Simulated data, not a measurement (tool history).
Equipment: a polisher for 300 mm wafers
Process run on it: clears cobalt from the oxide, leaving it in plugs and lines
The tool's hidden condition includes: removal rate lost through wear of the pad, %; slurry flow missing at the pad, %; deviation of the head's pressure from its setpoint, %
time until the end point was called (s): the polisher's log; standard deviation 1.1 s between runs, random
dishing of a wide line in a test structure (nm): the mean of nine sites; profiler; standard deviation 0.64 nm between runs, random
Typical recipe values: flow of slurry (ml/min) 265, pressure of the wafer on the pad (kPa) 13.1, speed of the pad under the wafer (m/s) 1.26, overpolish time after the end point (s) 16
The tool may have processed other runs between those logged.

| run | hour | flow of slurry (ml/min) | pressure of the wafer on the pad (kPa) | speed of the pad under the wafer (m/s) | overpolish time after the end point (s) | wafers since the last listed run | wafers polished on this pad | hours since the slurry nozzle was cleaned | hours since the head pressure was calibrated | incoming thickness of the incoming film, nm | time until the end point was called (s) | dishing of a wide line in a test structure (nm) |
|---|---|---|---|---|---|---|---|---|---|---|---|---|
| 1 | 0.0 | 265 | 13.1 | 1.26 | 16 | 0 | 1015 | 214.5 | 9.0 | 394.2 | 71.9 | 47.8 |
| 2 | 33.3 | 265 | 13.1 | 1.26 | 16 | 318 | 1333 | 247.8 | 42.3 | 389.6 | 71.6 | 47.4 |
| 3 | 70.2 | 265 | 13.1 | 1.26 | 16 | 353 | 1687 | 284.7 | 79.2 | 390.9 | 72.7 | 46.8 |
| 4 | 105.2 | 265 | 13.1 | 1.50 | 16 | 335 | 2022 | 319.7 | 114.2 | 393.0 | 60.6 | 53.1 |
|  | 148.5 | slurry nozzle cleaned |
| 5 | 156.4 | 265 | 13.1 | 1.50 | 16 | 480 | 2503 | 7.9 | 165.4 | 388.6 | 58.5 | 53.6 |
|  | 218.1 | worn pad replaced by a new one |
| 6 | 218.6 | 265 | 13.1 | 1.26 | 16 | 557 | 4 | 70.1 | 227.6 | 390.4 | 70.6 | 48.5 |
| 7 | 266.0 | 265 | 13.1 | 1.26 | 16 | 453 | 458 | 117.5 | 275.0 | 391.4 | 71.5 | 48.7 |
| 8 | 323.0 | 265 | 13.1 | 1.26 | 16 | 545 | 1004 | 174.5 | 332.0 | 397.8 | 71.4 | 48.5 |
| 9 | 391.1 | 265 | 13.1 | 1.26 | 16 | 652 | 1656 | 242.6 | 400.1 | 397.4 | 73.1 | 48.4 |
| 10 | 426.8 | 265 | 13.1 | 1.26 | 16 | 341 | 1998 | 278.3 | 435.8 | 389.9 | 71.7 | 47.7 |
| 11 | 473.5 | 265 | 13.1 | 1.26 | 16 | 447 | 2445 | 325.0 | 482.5 | 390.1 | 74.3 | 46.0 |
|  | 483.0 | slurry nozzle cleaned |
| 12 | 503.4 | 265 | 13.1 | 1.26 | 16 | 276 | 2722 | 20.4 | 512.4 | 397.2 | 70.9 | 48.1 |
| 13 | 532.7 | 265 | 13.1 | 1.44 | 16 | 280 | 3002 | 49.7 | 541.7 | 384.3 | 57.0 | 51.0 |
| 14 | 587.5 | 265 | 13.1 | 1.60 | 16 | 524 | 3527 | 104.5 | 596.5 | 389.9 | 54.4 | 53.1 |
|  | 610.7 | worn pad replaced by a new one, of another model than before |
| 15 | 642.9 | 265 | 13.1 | 1.02 | 16 | 492 | 307 | 159.9 | 651.9 | 394.0 | 81.8 | 43.2 |
| 16 | 682.0 | 315 | 11.0 | 1.26 | 8 | 374 | 682 | 199.0 | 691.0 | 392.8 | 76.0 | 27.5 |
| 17 | 734.0 | 265 | 13.1 | 1.26 | 23 | 497 | 1180 | 251.0 | 743.0 | 391.1 | 69.4 | 58.6 |
| 18 | 802.4 | 325 | 9.0 | 0.82 | 16 | 654 | 1835 | 319.4 | 811.4 | 386.5 | 120.6 | 34.1 |
| 19 | 854.7 | 265 | 13.1 | 1.26 | 16 | 500 | 2335 | 371.7 | 863.7 | 387.6 | 72.6 | 47.6 |
|  | 860.4 | slurry nozzle cleaned |
| 20 | 887.4 | 265 | 13.1 | 1.26 | 24 | 303 | 2639 | 27.0 | 896.4 | 384.6 | 67.7 | 59.2 |
|  | 911.1 | worn pad replaced by a new one |
| 21 | 934.7 | 265 | 13.1 | 1.12 | 25 | 414 | 226 | 74.3 | 943.7 | 386.1 | 75.5 | 58.1 |
| 22 | 998.1 | 265 | 13.1 | 1.06 | 16 | 607 | 833 | 137.7 | 1007.1 | 389.6 | 78.2 | 45.0 |
| 23 | 1034.8 | 265 | 13.1 | 0.86 | 16 | 351 | 1184 | 174.4 | 1043.8 | 387.4 | 91.4 | 40.8 |
|  | 1071.2 | head pressure recalibrated |
| 24 | 1092.4 | 265 | 13.1 | 1.50 | 16 | 532 | 1717 | 232.0 | 21.2 | 391.1 | 60.3 | 51.0 |
| 25 | 1136.4 | 240 | 13.1 | 1.26 | 16 | 421 | 2138 | 276.0 | 65.2 | 390.4 | 70.5 | 47.7 |
| 26 | 1170.1 | 265 | 13.1 | 1.04 | 22 | 322 | 2461 | 309.7 | 98.9 | 389.0 | 82.2 | 53.8 |
|  | 1225.0 | slurry nozzle cleaned |
| 27 | 1241.8 | 265 | 13.1 | 1.26 | 16 | 676 | 3138 | 16.8 | 170.6 | 386.5 | 68.3 | 48.0 |
| 28 | 1290.0 | 265 | 13.1 | 1.10 | 16 | 461 | 3599 | 65.0 | 218.8 | 390.0 | 76.3 | 45.6 |
|  | 1299.3 | worn pad replaced by a new one |
| 29 | 1316.8 | 265 | 13.1 | 1.26 | 16 | 218 | 167 | 91.8 | 245.6 | 381.0 | 68.3 | 48.3 |
| 30 | 1358.4 | 265 | 13.1 | 1.26 | 16 | 398 | 565 | 133.4 | 287.2 | 394.0 | 71.1 | 49.1 |
| 31 | 1388.5 | 265 | 9.0 | 1.66 | 25 | 288 | 853 | 163.5 | 317.3 | 389.6 | 69.8 | 61.4 |
| 32 | 1443.8 | 265 | 13.1 | 1.26 | 16 | 529 | 1383 | 218.8 | 372.6 | 395.4 | 68.4 | 46.8 |
| 33 | 1478.4 | 265 | 13.1 | 1.26 | 16 | 331 | 1714 | 253.4 | 407.2 | 388.7 | 70.5 | 48.0 |

What would each run have given without the hidden state, its run-to-run variation left as it was?
| run | time until the end point was called (s) | dishing of a wide line in a test structure (nm) |
|---|---|---|
| 1 | 70.4 | 48.4 |
| 2 | 69.5 | 48.2 |
| 3 | 69.6 | 48.0 |
| 4 | 57.1 | 54.8 |
| 5 | 58.5 | 53.6 |
| 6 | 70.4 | 48.5 |
| 7 | 71.0 | 48.9 |
| 8 | 70.4 | 48.9 |
| 9 | 71.0 | 49.2 |
| 10 | 68.8 | 48.8 |
| 11 | 69.6 | 47.8 |
| 12 | 70.8 | 48.2 |
| 13 | 56.9 | 51.0 |
| 14 | 54.1 | 53.2 |
| 15 | 81.2 | 43.4 |
| 16 | 75.2 | 27.8 |
| 17 | 68.1 | 59.1 |
| 18 | 117.1 | 34.8 |
| 19 | 68.9 | 49.1 |
| 20 | 67.6 | 59.2 |
| 21 | 75.2 | 58.2 |
| 22 | 77.6 | 45.2 |
| 23 | 90.5 | 41.1 |
| 24 | 59.2 | 51.5 |
| 25 | 68.5 | 48.5 |
| 26 | 79.4 | 54.8 |
| 27 | 68.2 | 48.0 |
| 28 | 76.1 | 45.6 |
| 29 | 68.1 | 48.4 |
| 30 | 70.7 | 49.2 |
| 31 | 69.3 | 61.6 |
| 32 | 67.3 | 47.2 |
| 33 | 69.0 | 48.5 |
